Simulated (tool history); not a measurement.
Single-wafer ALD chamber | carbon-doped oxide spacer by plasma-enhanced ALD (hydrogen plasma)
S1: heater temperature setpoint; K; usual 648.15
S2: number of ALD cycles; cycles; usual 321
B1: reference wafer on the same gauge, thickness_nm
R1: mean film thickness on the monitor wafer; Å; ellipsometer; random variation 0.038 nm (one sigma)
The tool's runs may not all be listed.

| run | hour | S1 | S2 | B1 | R1 |
|---|---|---|---|---|---|
| 1 | 0.0 | 648.15 | 321 | 16.690 | 153.56 |
| 2 | 31.7 | 648.15 | 321 | 16.695 | 154.18 |
| 3 | 48.0 | 648.15 | 321 | 16.701 | 152.99 |
| 4 | 69.6 | 648.15 | 321 | 16.699 | 153.30 |
| 5 | 157.6 | 648.15 | 321 | 16.708 | 153.86 |
| 6 | 189.2 | 648.15 | 321 | 16.706 | 153.64 |
|  | 202.2 | gauge calibrated |
| 7 | 211.3 | 648.15 | 321 | 16.702 | 153.45 |
| 8 | 242.3 | 648.15 | 321 | 16.698 | 153.41 |
| 9 | 272.9 | 648.15 | 321 | 16.697 | 153.47 |
| 10 | 296.8 | 662.15 | 346 | 16.702 | 165.26 |
| 11 | 330.8 | 648.15 | 353 | 16.700 | 169.07 |
|  | 364.8 | thermocouple changed; heater temperature recalibrated |
| 12 | 365.3 | 648.15 | 269 | 16.700 | 129.07 |
| 13 | 387.8 | 660.15 | 337 | 16.711 | 161.33 |
| 14 | 405.6 | 648.15 | 321 | 16.705 | 153.54 |
| 15 | 418.9 | 660.15 | 368 | 16.701 | 176.03 |
| 16 | 443.8 | 658.15 | 321 | 16.694 | 153.60 |
| 17 | 463.1 | 637.15 | 263 | 16.694 | 125.82 |
| 18 | 498.4 | 636.15 | 321 | 16.702 | 153.44 |
| 19 | 521.8 | 648.15 | 321 | 16.709 | 153.73 |

What the log doesn't show, run by run:
wafer temperature above the value expected at the setpoint (K): 0 in every run
gauge reads high (%): 0 in every run

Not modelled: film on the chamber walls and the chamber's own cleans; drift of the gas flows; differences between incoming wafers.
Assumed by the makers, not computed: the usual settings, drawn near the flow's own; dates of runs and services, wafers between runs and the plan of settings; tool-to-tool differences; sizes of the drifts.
